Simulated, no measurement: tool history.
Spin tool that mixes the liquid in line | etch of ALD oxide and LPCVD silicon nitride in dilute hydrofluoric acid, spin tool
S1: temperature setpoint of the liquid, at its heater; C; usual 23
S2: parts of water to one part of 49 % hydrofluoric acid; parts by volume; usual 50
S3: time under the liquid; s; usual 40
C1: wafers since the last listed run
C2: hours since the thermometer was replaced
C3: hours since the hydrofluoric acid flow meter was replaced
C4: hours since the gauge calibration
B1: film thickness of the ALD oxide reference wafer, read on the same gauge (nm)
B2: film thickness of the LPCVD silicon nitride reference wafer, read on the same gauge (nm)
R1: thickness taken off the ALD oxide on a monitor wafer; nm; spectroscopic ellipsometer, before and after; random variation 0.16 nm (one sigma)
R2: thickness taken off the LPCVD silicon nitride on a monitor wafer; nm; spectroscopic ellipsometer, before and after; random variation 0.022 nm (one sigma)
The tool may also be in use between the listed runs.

| run | hour | S1 | S2 | S3 | C1 | C2 | C3 | C4 | B1 | B2 | R1 | R2 |
|---|---|---|---|---|---|---|---|---|---|---|---|---|
| 1 | 0 | 23 | 50 | 40 | 0 | 397.7 | 402.8 | 2311.3 | 30.03 | 50.009 | 27.29 | 0.357 |
| 2 | 184.5 | 23 | 50 | 40 | 1904 | 582.2 | 587.3 | 2495.8 | 29.98 | 49.997 | 27.47 | 0.352 |
| 3 | 238.9 | 23 | 55 | 45 | 561 | 636.6 | 641.7 | 2550.2 | 30 | 49.988 | 28.2 | 0.363 |
| 4 | 291.4 | 23 | 55 | 45 | 541 | 689.1 | 694.2 | 2602.7 | 29.97 | 50.001 | 28.48 | 0.429 |
| 5 | 347.8 | 23 | 55 | 45 | 582 | 745.5 | 750.6 | 2659.1 | 30.05 | 50.006 | 28.46 | 0.318 |
|  | 369.4 | thermometer replaced |
|  | 485.8 | hydrofluoric acid flow meter replaced |
| 6 | 639.7 | 23 | 50 | 40 | 2991 | 270.3 | 153.9 | 2951 | 29.94 | 50.007 | 27.06 | 0.363 |
| 7 | 770.5 | 18 | 50 | 50 | 1349 | 401.1 | 284.7 | 3081.8 | 30 | 49.992 | 27.4 | 0.315 |
| 8 | 852.8 | 26 | 65 | 30 | 849 | 483.4 | 367 | 3164.1 | 29.99 | 49.982 | 17.59 | 0.226 |
|  | 1117.6 | thermometer replaced |
| 9 | 1141.6 | 23 | 70 | 40 | 2970 | 24 | 655.8 | 3452.9 | 29.99 | 49.996 | 18.37 | 0.237 |
| 10 | 1217.7 | 18 | 25 | 50 | 785 | 100.1 | 731.9 | 3529 | 29.98 | 50.024 | 56.07 | 0.567 |
| 11 | 1270.8 | 26 | 35 | 20 | 547 | 153.2 | 785 | 3582.1 | 30.02 | 50.01 | 21.91 | 0.253 |
|  | 1296.5 | gauge calibrated |
| 12 | 1335 | 20.5 | 40 | 40 | 662 | 217.4 | 849.2 | 38.5 | 30 | 49.981 | 30.63 | 0.378 |
| 13 | 1395.3 | 21.5 | 50 | 35 | 622 | 277.7 | 909.5 | 98.8 | 30.05 | 50.005 | 22.15 | 0.273 |
|  | 1425.1 | hydrofluoric acid flow meter replaced |
| 14 | 1454.6 | 24.5 | 75 | 40 | 601 | 337 | 29.5 | 158.1 | 29.98 | 49.993 | 18.6 | 0.231 |
| 15 | 1497.6 | 26 | 50 | 40 | 443 | 380 | 72.5 | 201.1 | 29.96 | 49.982 | 31.05 | 0.391 |
| 16 | 1569.1 | 27 | 60 | 55 | 737 | 451.5 | 144 | 272.6 | 29.99 | 50.003 | 36.32 | 0.575 |
| 17 | 1670.7 | 21 | 40 | 30 | 1048 | 553.1 | 245.6 | 374.2 | 29.99 | 50.011 | 24.21 | 0.276 |
| 18 | 1750.3 | 27.5 | 75 | 55 | 821 | 632.7 | 325.2 | 453.8 | 30.02 | 50.013 | 29.66 | 0.402 |
|  | 1752.3 | thermometer replaced |
| 19 | 1789 | 25 | 75 | 40 | 389 | 36.7 | 363.9 | 492.5 | 30 | 50.002 | 18.64 | 0.227 |
| 20 | 1872.6 | 23 | 50 | 40 | 862 | 120.3 | 447.5 | 576.1 | 30.03 | 50.001 | 26.78 | 0.386 |
| 21 | 1913.6 | 20.5 | 40 | 40 | 423 | 161.3 | 488.5 | 617.1 | 29.93 | 49.997 | 30.62 | 0.373 |
| 22 | 1998.6 | 20.5 | 35 | 30 | 877 | 246.3 | 573.5 | 702.1 | 29.95 | 49.993 | 26.66 | 0.302 |
| 23 | 2094.4 | 23 | 30 | 20 | 988 | 342.1 | 669.3 | 797.9 | 30.05 | 50.005 | 23.27 | 0.287 |
| 24 | 2134.3 | 20 | 45 | 40 | 411 | 382 | 709.2 | 837.8 | 30 | 50.016 | 27.24 | 0.351 |
| 25 | 2175.4 | 25.5 | 50 | 40 | 424 | 423.1 | 750.3 | 878.9 | 30.05 | 50.047 | 30.63 | 0.424 |
| 26 | 2223.4 | 24.5 | 75 | 40 | 495 | 471.1 | 798.3 | 926.9 | 30.04 | 49.992 | 19.05 | 0.241 |

The same runs without the tool's hidden state, with the same run-to-run variation:
The hidden state here: liquid hotter than its thermometer reads (K); hydrofluoric acid flow below the setpoint (%); gauge reads high (%).
| run | R1 | R2 |
|---|---|---|
| 1 | 26.34 | 0.337 |
| 2 | 26.1 | 0.324 |
| 3 | 26.68 | 0.331 |
| 4 | 26.82 | 0.389 |
| 5 | 26.68 | 0.286 |
| 6 | 26.36 | 0.348 |
| 7 | 26.35 | 0.295 |
| 8 | 16.85 | 0.211 |
| 9 | 18.31 | 0.236 |
| 10 | 55.51 | 0.558 |
| 11 | 21.61 | 0.248 |
| 12 | 30.02 | 0.366 |
| 13 | 21.6 | 0.262 |
| 14 | 18.07 | 0.22 |
| 15 | 30.05 | 0.371 |
| 16 | 34.97 | 0.54 |
| 17 | 23.05 | 0.255 |
| 18 | 28.17 | 0.37 |
| 19 | 18.41 | 0.222 |
| 20 | 26.25 | 0.373 |
| 21 | 29.9 | 0.359 |
| 22 | 25.83 | 0.287 |
| 23 | 22.37 | 0.269 |
| 24 | 26.09 | 0.327 |
| 25 | 29.29 | 0.394 |
| 26 | 18.16 | 0.222 |

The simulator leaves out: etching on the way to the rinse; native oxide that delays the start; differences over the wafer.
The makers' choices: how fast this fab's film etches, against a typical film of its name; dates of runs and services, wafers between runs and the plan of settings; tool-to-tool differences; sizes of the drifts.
